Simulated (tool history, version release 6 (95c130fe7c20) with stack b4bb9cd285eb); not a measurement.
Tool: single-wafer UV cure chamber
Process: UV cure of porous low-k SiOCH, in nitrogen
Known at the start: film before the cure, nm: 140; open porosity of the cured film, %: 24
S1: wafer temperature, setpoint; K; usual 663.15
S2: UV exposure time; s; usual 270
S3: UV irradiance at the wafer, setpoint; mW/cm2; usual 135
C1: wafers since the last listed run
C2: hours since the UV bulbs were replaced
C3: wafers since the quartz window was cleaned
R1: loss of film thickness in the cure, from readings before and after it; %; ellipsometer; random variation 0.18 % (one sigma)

run	hour	S1	S2	S3	C1	C2	C3	R1
1	0.0	663.15	270	135	0	1632.4	2678	14.473
2	16.0	663.15	270	135	86	1648.4	2764	14.213
3	47.0	663.15	270	135	167	1679.4	2931	14.383
4	70.9	663.15	270	149	128	1703.3	3060	15.238
5	103.7	663.15	220	135	176	1736.1	3237	13.101
6	134.5	663.15	220	135	166	1766.9	3403	13.252
7	146.6	663.15	270	135	65	1779.0	3468	14.200
8	166.4	663.15	270	135	106	1798.8	3575	14.252
# hour 189.7: quartz window cleaned
9	201.6	663.15	270	135	146	1834.0	64	14.099
10	235.6	652.15	270	135	183	1868.0	247	13.905
11	264.4	658.15	270	135	155	1896.8	402	13.915
12	277.4	663.15	270	135	70	1909.8	472	13.878
13	297.0	663.15	270	135	105	1929.4	578	14.151
# hour 306.8: UV bulbs replaced
14	314.8	663.15	270	135	52	8.0	631	15.836
15	331.2	652.15	360	109	88	24.4	719	16.369
16	356.8	676.15	215	103	137	50.0	857	13.770
17	387.6	657.15	270	116	166	80.8	1023	15.323
18	414.9	669.15	340	147	147	108.1	1170	18.166
19	427.4	668.15	330	135	67	120.6	1238	17.200
20	453.4	652.15	270	135	140	146.6	1378	15.917
21	471.9	663.15	270	135	99	165.1	1478	15.933
22	485.1	683.15	145	106	71	178.3	1549	12.012
23	512.5	663.15	160	135	147	205.7	1697	13.604
24	529.1	657.15	270	116	89	222.3	1786	14.951
25	558.2	663.15	270	135	156	251.4	1943	16.052
26	593.8	674.15	320	118	191	287.0	2135	16.096
27	617.5	656.15	430	135	127	310.7	2263	17.949

Forecast each of these 4 alternatives for the next run:
A	618.0	663.15	270	135	2	311.2	2265	?
B	618.0	676.15	355	166	2	311.2	2265	?
C	618.0	646.15	375	135	2	311.2	2265	?
D	618.0	651.15	270	135	2	311.2	2265	?

run	R1
A	15.863
B	18.642
C	17.217
D	15.612
Without the tool's hidden state the same runs would have given:
run	R1
A	16.163
B	18.944
C	17.520
D	15.911
